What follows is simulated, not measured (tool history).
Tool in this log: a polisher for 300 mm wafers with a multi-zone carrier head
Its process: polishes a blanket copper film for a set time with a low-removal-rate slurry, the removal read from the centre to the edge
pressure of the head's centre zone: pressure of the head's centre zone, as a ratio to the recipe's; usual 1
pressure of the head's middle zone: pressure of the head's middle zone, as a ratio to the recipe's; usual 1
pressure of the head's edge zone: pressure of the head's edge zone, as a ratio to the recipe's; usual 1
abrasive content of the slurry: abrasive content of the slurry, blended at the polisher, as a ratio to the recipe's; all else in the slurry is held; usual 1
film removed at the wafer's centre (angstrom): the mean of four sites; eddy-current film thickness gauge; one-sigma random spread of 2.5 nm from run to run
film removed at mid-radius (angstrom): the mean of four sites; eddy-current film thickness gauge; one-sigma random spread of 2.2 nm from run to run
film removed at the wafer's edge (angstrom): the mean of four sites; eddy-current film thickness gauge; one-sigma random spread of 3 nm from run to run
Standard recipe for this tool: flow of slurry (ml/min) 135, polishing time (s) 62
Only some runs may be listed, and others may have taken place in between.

run,hour,flow of slurry (ml/min),pressure of the head's centre zone,pressure of the head's middle zone,pressure of the head's edge zone,abrasive content of the slurry,polishing time (s),"incoming thickness of the incoming film, nm",film removed at the wafer's centre (angstrom),film removed at mid-radius (angstrom),film removed at the wafer's edge (angstrom)
1,0,135,1,1,1,1,62,737,2366,2474,2515
2,70.5,135,1,1,1,1,62,747.6,2360,2403,2486
# hour 91.1: worn pad replaced by a new one
3,115.1,135,1,0.94,1,1,62,727.1,2533,2461,2599
4,148.1,135,1,0.94,1,1,62,752.9,2509,2430,2642
5,202.2,135,1,1,1,1,62,744.5,2456,2501,2603
# hour 228.6: centre zone pressure recalibrated
6,251.8,135,1,1,1,1,62,751.7,2429,2441,2546
7,280,135,1,1,1,1,62,741.9,2375,2484,2516
8,345.8,135,1,1,1,1,62,740.9,2352,2363,2447
# hour 388.2: worn pad replaced by a new one
9,394.1,135,1,1,1,1,62,738.8,2515,2572,2631
10,424.7,135,1,0.9,1.1,1.1,73,743,3026,2831,3296
# hour 457.8: edge zone pressure recalibrated
11,483.7,135,1,1,1,1,62,740.4,2509,2507,2565
12,513.3,150,1,1,1,1,81,739.4,3279,3325,3371
13,579.8,135,1,1,0.9,1,62,743.6,2408,2441,2441
14,617.4,155,1,1,1.04,1,54,739.1,2114,2144,2229
15,646.4,155,1,1,1.04,1,54,743.7,2116,2199,2179
# hour 659.3: worn pad replaced by a new one
16,709.7,135,1,1,1,1,62,748,2530,2592,2572
# hour 751.6: carrier head's membrane replaced by a new one
17,777.9,155,1,1,1.04,1,54,734.4,2172,2239,2309
# hour 781.2: slurry nozzle cleaned
18,839.6,135,1,1.11,1,1,62,749.7,2434,2698,2543
# hour 888.1: centre zone pressure recalibrated
19,900.5,165,1,1.08,1,1,73,732.3,2902,3199,3016
# hour 939.3: worn pad replaced by a new one
20,1026.9,135,1,1,1,1,43,746.2,1708,1729,1822
21,1161.6,135,1,1,0.93,1,62,739.7,2371,2428,2356
# hour 1211.7: worn pad replaced by a new one
22,1225.6,135,1.05,0.9,1.05,1,62,751.2,2662,2374,2739

Branching from run 22: 3 alternative next runs. What would each branch give?
A,1226.1,135,1,1,1,1,62,745.3,?,?,?
B,1226.1,135,1,1.05,1,0.8,62,745.3,?,?,?
C,1226.1,135,1,0.94,1,1,55,745.3,?,?,?

run,film removed at the wafer's centre (angstrom),film removed at mid-radius (angstrom),film removed at the wafer's edge (angstrom)
A,2494,2587,2657
B,2288,2472,2435
C,2212,2179,2359
Had the tool no hidden state, the same runs would have come out as:
run,film removed at the wafer's centre (angstrom),film removed at mid-radius (angstrom),film removed at the wafer's edge (angstrom)
A,2516,2610,2681
B,2308,2494,2456
C,2231,2198,2380

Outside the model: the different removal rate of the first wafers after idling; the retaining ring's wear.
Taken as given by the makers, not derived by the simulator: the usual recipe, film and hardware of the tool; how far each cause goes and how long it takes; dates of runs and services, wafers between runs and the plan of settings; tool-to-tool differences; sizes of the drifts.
